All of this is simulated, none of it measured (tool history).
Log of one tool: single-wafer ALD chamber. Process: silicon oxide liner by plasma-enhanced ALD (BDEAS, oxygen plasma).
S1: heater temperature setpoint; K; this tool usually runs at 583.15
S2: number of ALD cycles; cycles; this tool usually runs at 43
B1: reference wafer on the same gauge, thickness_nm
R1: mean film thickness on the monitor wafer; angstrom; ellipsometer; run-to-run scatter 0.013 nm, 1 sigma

Run 1, day 0: usual settings; B1 4.902. Result: R1 43.45 angstrom.
Run 2, day 2.583: usual settings; B1 4.907. Result: R1 43.34 angstrom.
Run 3, day 3.879: usual settings; B1 4.907. Result: R1 43.2 angstrom.
Run 4, day 6.533: usual settings but S2 45 cycles; B1 4.915. Result: R1 45.36 angstrom.
Run 5, day 8.233: usual settings; B1 4.918. Result: R1 43.32 angstrom.
Run 6, day 10.312: usual settings; B1 4.922. Result: R1 43.33 angstrom.
Run 7, day 11.575: usual settings; B1 4.92. Result: R1 43.61 angstrom.
Run 8, day 12.775: usual settings; B1 4.923. Result: R1 43.46 angstrom.
Run 9, day 14.375: usual settings; B1 4.927. Result: R1 43.09 angstrom.
Run 10, day 15.433: usual settings; B1 4.929. Result: R1 43.64 angstrom.
Run 11, day 17.312: usual settings but S2 47 cycles; B1 4.933. Result: R1 47.42 angstrom.
Run 12, day 18.912: usual settings; B1 4.932. Result: R1 43.18 angstrom.
Run 13, day 20.988: usual settings but S1 591.15 K, S2 46 cycles; B1 4.931. Result: R1 45.87 angstrom.
Run 14, day 22.696: usual settings but S1 596.15 K, S2 36 cycles; B1 4.935. Result: R1 35.75 angstrom.
Run 15, day 24.65: usual settings but S1 592.15 K, S2 37 cycles; B1 4.933. Result: R1 36.59 angstrom.
Run 16, day 28.646: usual settings but S1 588.15 K, S2 51 cycles; B1 4.935. Result: R1 51.28 angstrom.
At day 30.092: gauge calibrated.
Run 17, day 30.862: usual settings; B1 4.848. Result: R1 42.84 angstrom.
At day 31.717: thermocouple changed; heater temperature recalibrated.
Run 18, day 33.692: usual settings but S2 40 cycles; B1 4.862. Result: R1 39.78 angstrom.
Run 19, day 36.154: usual settings but S1 597.15 K, S2 38 cycles; B1 4.874. Result: R1 37.02 angstrom.
Run 20, day 37.833: usual settings but S1 571.15 K, S2 40 cycles; B1 4.879. Result: R1 40.92 angstrom.
Run 21, day 46.475: usual settings; B1 4.908. Result: R1 43.16 angstrom.

Here are 5 independent what-if runs from the current tool condition. What would each one return?
Run A, day 46.496: usual settings; B1 ?. Result: R1 ?.
Run B, day 46.496: usual settings but S2 50 cycles; B1 ?. Result: R1 ?.
Run C, day 46.496: usual settings but S1 576.15 K, S2 45 cycles; B1 ?. Result: R1 ?.
Run D, day 46.496: usual settings but S1 570.15 K, S2 51 cycles; B1 ?. Result: R1 ?.
Run E, day 46.496: usual settings but S1 593.15 K, S2 48 cycles; B1 ?. Result: R1 ?.

run     B1     R1
  A  4.905  43.48
  B  4.905  50.56
  C  4.905  45.97
  D  4.905  52.95
  E  4.905  47.83
Without the tool's unlogged condition, the same runs would have read:
run     R1
  A  42.79
  B  49.76
  C  45.24
  D  52.11
  E  47.07

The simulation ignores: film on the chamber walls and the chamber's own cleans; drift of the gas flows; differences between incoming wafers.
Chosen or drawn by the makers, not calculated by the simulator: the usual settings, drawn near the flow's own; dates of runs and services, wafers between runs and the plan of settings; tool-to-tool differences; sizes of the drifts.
